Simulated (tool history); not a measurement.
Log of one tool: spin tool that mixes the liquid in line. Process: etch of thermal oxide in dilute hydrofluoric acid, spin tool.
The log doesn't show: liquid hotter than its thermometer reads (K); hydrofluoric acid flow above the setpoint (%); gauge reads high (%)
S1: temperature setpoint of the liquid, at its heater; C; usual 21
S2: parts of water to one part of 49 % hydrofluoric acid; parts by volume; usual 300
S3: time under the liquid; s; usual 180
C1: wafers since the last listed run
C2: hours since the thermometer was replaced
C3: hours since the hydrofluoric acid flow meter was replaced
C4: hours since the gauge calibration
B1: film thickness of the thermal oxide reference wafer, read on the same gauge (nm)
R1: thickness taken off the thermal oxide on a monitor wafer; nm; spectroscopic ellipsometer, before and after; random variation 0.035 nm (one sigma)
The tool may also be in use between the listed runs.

run   hour    S1   S2   S3   C1     C2      C3     C4       B1     R1
  1      0    21  300  180    0    388  1994.5  289.8  150.029  1.989
  2   19.4    21  300  180  197  407.4  2013.9  309.2  149.984  1.962
  3   54.3    21  300  180  355  442.3  2048.8  344.1  150.014   2.06
  4   85.8    21  300  180  320  473.8  2080.3  375.6  150.011  2.088
  5  120.2    21  300  180  350  508.2  2114.7    410  150.029  2.051
  6  149.1    21  300  180  294  537.1  2143.6  438.9  150.015  2.066
  7  161.9    21  300  180  130  549.9  2156.4  451.7  150.034  2.024
  8  181.8    21  245  180  202  569.8  2176.3  471.6  149.985  2.647
     204.9  -- gauge calibrated
  9  208.5    21  245  180  271  596.5    2203    3.6  149.964  2.629
 10  220.8    21  245  180  125  608.8  2215.3   15.9   150.01  2.729
 11    252    21  300  180  317    640  2246.5   47.1  150.024  2.024
 12  266.1    21  300  180  143  654.1  2260.6   61.2  149.984  1.972
 13  287.9    21  300  180  221  675.9  2282.4     83  150.004  1.988
 14  315.2    21  300  180  277  703.2  2309.7  110.3  150.013  2.058
 15  350.9    21  300  180  363  738.9  2345.4    146   150.05  2.011
 16  369.3    21  300  180  187  757.3  2363.8  164.4  150.041  2.036
 17  394.8    23  300  180  259  782.8  2389.3  189.9   150.03   2.14
     415.1  -- thermometer replaced
 18  418.3    24  410  210  229    3.2  2412.8  213.4  150.016  1.757
     429.4  -- hydrofluoric acid flow meter replaced
 19  450.2    17  235  180  314   35.1    20.8  245.3  150.012  2.416
 20  473.5    17  385  270  237   58.4    44.1  268.6   150.02  1.905
 21  499.1    21  300  180  260     84    69.7  294.2  150.017  2.018
 22  518.3  22.5  340  180  195  103.2    88.9  313.4  149.984  1.787
 23  543.4  18.5  170   95  255  128.3     114  338.5  149.978  1.927
 24  563.3  25.5  300  245  202  148.2   133.9  358.4   149.97  3.168
 25  582.6  17.5  175  240  196  167.5   153.2  377.7  149.938  4.367
     594.1  -- gauge calibrated
 26  618.4    21  300  180  364  203.3     189   24.3   150.01  2.027
 27  645.8    21  300  240  278  230.7   216.4   51.7  149.982  2.704
 28  681.8    21  355   80  366  266.7   252.4   87.7   150.05  0.708
 29  700.2    21  300  250  187  285.1   270.8  106.1   150.04   2.78
 30  723.2  22.5  300  180  234  308.1   293.8  129.1  149.995  2.159
 31  751.1    21  355  180  284    336   321.7    157  150.015  1.633
 32  775.5    25  440   70  248  360.4   346.1  181.4  150.001  0.551
 33  805.5    21  300  180  305  390.4   376.1  211.4  149.934  2.065

Forecast each of these 4 alternatives for the next run:
  A   806    21  300  180   5  390.9  376.6  211.9   ?   ?
  B   806    21  180  225   5  390.9  376.6  211.9   ?   ?
  C   806  24.5  300  220   5  390.9  376.6  211.9   ?   ?
  D   806    24  240   80   5  390.9  376.6  211.9   ?   ?

run       B1     R1
  A  149.997  2.027
  B  149.997  4.741
  C  149.997  2.803
  D  149.997   1.33
Without the tool's hidden state the same runs would have given:
run     R1
  A  2.027
  B  4.741
  C  2.803
  D   1.33

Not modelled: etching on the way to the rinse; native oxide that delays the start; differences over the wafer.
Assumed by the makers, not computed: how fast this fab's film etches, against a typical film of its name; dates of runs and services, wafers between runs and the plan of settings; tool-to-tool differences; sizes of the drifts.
